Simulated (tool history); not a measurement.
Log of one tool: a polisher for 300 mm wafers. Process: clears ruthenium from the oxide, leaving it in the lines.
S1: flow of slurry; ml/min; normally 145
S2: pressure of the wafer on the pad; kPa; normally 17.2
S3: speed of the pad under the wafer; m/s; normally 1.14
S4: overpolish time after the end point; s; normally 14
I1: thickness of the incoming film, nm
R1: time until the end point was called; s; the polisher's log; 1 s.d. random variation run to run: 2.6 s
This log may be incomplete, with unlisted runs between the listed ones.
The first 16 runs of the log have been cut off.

| run | hour | S1 | S2 | S3 | S4 | I1 | R1 |
|---|---|---|---|---|---|---|---|
| 17 | 183.7 | 145 | 13.8 | 1.14 | 7 | 237.2 | 233.7 |
| 18 | 196.7 | 145 | 21.4 | 1.26 | 14 | 234.0 | 132.8 |
| 19 | 206.9 | 145 | 20.0 | 1.14 | 14 | 234.3 | 161.9 |
| 20 | 217.2 | 145 | 17.2 | 1.14 | 16 | 232.8 | 186.7 |
|  | 222.6 | worn pad replaced by a new one |
| 21 | 233.4 | 145 | 17.2 | 1.14 | 14 | 240.2 | 177.7 |
|  | 236.8 | slurry nozzle cleaned |
| 22 | 244.5 | 145 | 17.2 | 1.14 | 18 | 234.8 | 157.6 |
| 23 | 261.0 | 145 | 17.2 | 1.14 | 14 | 231.2 | 155.9 |
| 24 | 271.3 | 145 | 17.2 | 1.30 | 14 | 233.6 | 139.2 |
| 25 | 280.5 | 145 | 12.4 | 0.86 | 11 | 231.0 | 285.3 |
| 26 | 293.4 | 145 | 17.2 | 1.14 | 14 | 233.7 | 166.4 |
| 27 | 306.4 | 120 | 17.2 | 1.14 | 14 | 233.8 | 172.2 |
| 28 | 313.5 | 145 | 17.2 | 0.88 | 14 | 234.8 | 223.5 |
| 29 | 330.2 | 195 | 17.2 | 1.14 | 14 | 232.2 | 157.2 |
|  | 335.3 | worn pad replaced by a new one |
| 30 | 338.1 | 175 | 11.7 | 1.42 | 14 | 235.8 | 168.5 |
| 31 | 387.3 | 145 | 17.2 | 1.46 | 14 | 234.0 | 129.2 |
| 32 | 404.0 | 175 | 17.2 | 1.02 | 14 | 234.4 | 180.5 |
| 33 | 415.6 | 190 | 19.3 | 1.14 | 14 | 233.0 | 142.4 |
|  | 435.5 | worn pad replaced by a new one |
| 34 | 436.0 | 145 | 20.7 | 0.80 | 20 | 237.5 | 184.6 |
| 35 | 468.7 | 145 | 17.2 | 1.14 | 14 | 236.7 | 169.2 |
| 36 | 485.3 | 170 | 23.4 | 0.88 | 10 | 231.5 | 157.2 |
| 37 | 503.2 | 145 | 17.2 | 1.14 | 14 | 232.6 | 171.4 |

Below are 4 alternative next runs, each starting from the tool's condition after run 37. Predict each:
| A | 503.7 | 145 | 17.2 | 1.14 | 14 | 237.0 | ? |
| B | 503.7 | 145 | 12.4 | 0.74 | 7 | 237.0 | ? |
| C | 503.7 | 95 | 22.1 | 1.14 | 18 | 237.0 | ? |
| D | 503.7 | 145 | 17.2 | 1.54 | 17 | 237.0 | ? |

| run | R1 |
|---|---|
| A | 170.6 |
| B | 365.1 |
| C | 155.0 |
| D | 126.3 |
Without the tool's hidden state the same runs would have given:
| run | R1 |
|---|---|
| A | 139.0 |
| B | 297.4 |
| C | 120.8 |
| D | 102.9 |
